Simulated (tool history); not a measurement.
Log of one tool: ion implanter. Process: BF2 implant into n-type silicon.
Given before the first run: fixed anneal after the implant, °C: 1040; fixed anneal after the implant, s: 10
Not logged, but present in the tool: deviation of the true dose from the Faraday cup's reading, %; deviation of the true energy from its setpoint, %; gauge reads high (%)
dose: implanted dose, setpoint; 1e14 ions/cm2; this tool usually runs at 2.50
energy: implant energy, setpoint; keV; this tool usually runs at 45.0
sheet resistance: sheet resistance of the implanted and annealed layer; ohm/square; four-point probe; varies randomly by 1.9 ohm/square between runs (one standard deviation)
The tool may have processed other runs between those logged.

run	hour	dose	energy	wafers since the last listed run	hours since the last dose calibration	hours since the extraction supply was calibrated	hours since the gauge calibration	read-back reference wafer on the same gauge, sheet resistance	sheet resistance
1	0.0	2.50	45.0	0	678.7	2922.3	2348.8	360.09	389.27
2	94.9	2.50	45.0	1769	773.6	3017.2	2443.7	360.05	390.37
3	146.6	2.50	45.0	964	825.3	3068.9	2495.4	359.60	388.71
4	242.5	2.50	45.0	1788	921.2	3164.8	2591.3	359.88	392.31
5	279.9	2.50	45.0	697	958.6	3202.2	2628.7	360.08	393.51
6	374.1	2.50	56.0	1756	1052.8	3296.4	2722.9	360.24	381.22
7	470.8	2.50	56.0	1803	1149.5	3393.1	2819.6	359.92	378.77
8	529.5	2.50	45.0	1094	1208.2	3451.8	2878.3	360.14	398.33
9	598.4	2.50	45.0	1284	1277.1	3520.7	2947.2	360.37	391.75
10	685.6	2.50	45.0	1625	1364.3	3607.9	3034.4	360.43	390.03
11	741.9	2.50	45.0	1049	1420.6	3664.2	3090.7	360.21	395.89
12	841.6	2.50	45.0	1859	1520.3	3763.9	3190.4	359.94	393.80
13	932.8	2.50	45.0	1700	1611.5	3855.1	3281.6	359.92	392.13
14	976.8	2.50	54.5	820	1655.5	3899.1	3325.6	360.00	382.11
15	1041.3	1.87	49.0	1202	1720.0	3963.6	3390.1	359.85	495.56
16	1107.8	2.50	57.5	1239	1786.5	4030.1	3456.6	360.09	381.10
# hour 1141.7: extraction supply calibrated
17	1154.6	2.70	40.5	723	1833.3	12.9	3503.4	360.10	373.80
18	1254.2	2.50	59.5	1857	1932.9	112.5	3603.0	359.53	380.67
19	1336.6	2.71	59.0	1536	2015.3	194.9	3685.4	360.05	356.84
20	1387.6	3.23	57.0	950	2066.3	245.9	3736.4	360.15	310.53
21	1470.7	3.19	54.0	1549	2149.4	329.0	3819.5	360.00	315.46
22	1547.6	1.91	33.5	1433	2226.3	405.9	3896.4	360.05	511.85
23	1586.0	2.50	45.0	716	2264.7	444.3	3934.8	360.64	396.14
24	1641.9	2.73	45.0	1042	2320.6	500.2	3990.7	359.52	369.75
25	1679.6	2.50	34.5	702	2358.3	537.9	4028.4	359.77	407.79
26	1784.4	2.01	40.0	1954	2463.1	642.7	4133.2	360.31	478.54
# hour 1867.5: gauge calibrated
27	1971.4	2.79	52.5	3486	2650.1	829.7	103.9	359.73	354.40
# hour 1996.0: Faraday cup replaced and dose calibrated
28	2035.5	1.96	53.5	1046	39.5	893.8	168.0	360.16	450.94
29	2134.9	3.08	54.0	1853	138.9	993.2	267.4	359.90	315.85
30	2199.3	2.88	49.5	1200	203.3	1057.6	331.8	360.11	337.61
31	2303.1	3.19	33.0	1935	307.1	1161.4	435.6	360.04	322.99
32	2410.8	2.50	45.0	2008	414.8	1269.1	543.3	360.11	386.94
33	2464.1	1.76	50.0	993	468.1	1322.4	596.6	359.89	508.25
34	2527.9	2.50	45.0	1189	531.9	1386.2	660.4	360.48	388.32
35	2838.7	2.79	35.0	5795	842.7	1697.0	971.2	359.69	362.63
36	2884.7	3.08	54.0	857	888.7	1743.0	1017.2	360.39	320.75
37	2956.8	2.50	45.0	1344	960.8	1815.1	1089.3	359.96	388.58

Describe how what the log doesn't record of the tool's condition differs between the last listed run preceding each entry between runs and the first listed run following it.
Between runs 16 and 17: extraction supply calibrated (hour 1141.7)
  deviation of the true dose from the Faraday cup's reading, %: -4.47 -> -4.5
  difference, measured minus the result without the unlogged condition, sheet resistance: +14.10 -> +14.04 ohm/square
Between runs 26 and 27: gauge calibrated (hour 1867.5)
  deviation of the true dose from the Faraday cup's reading, %: -4.74 -> -4.78
  difference, measured minus the result without the unlogged condition, sheet resistance: +18.61 -> +14.01 ohm/square
Between runs 27 and 28: Faraday cup replaced and dose calibrated (hour 1996.0)
  deviation of the true dose from the Faraday cup's reading, %: -4.78 -> -0.0488
  difference, measured minus the result without the unlogged condition, sheet resistance: +14.01 -> +0.19 ohm/square
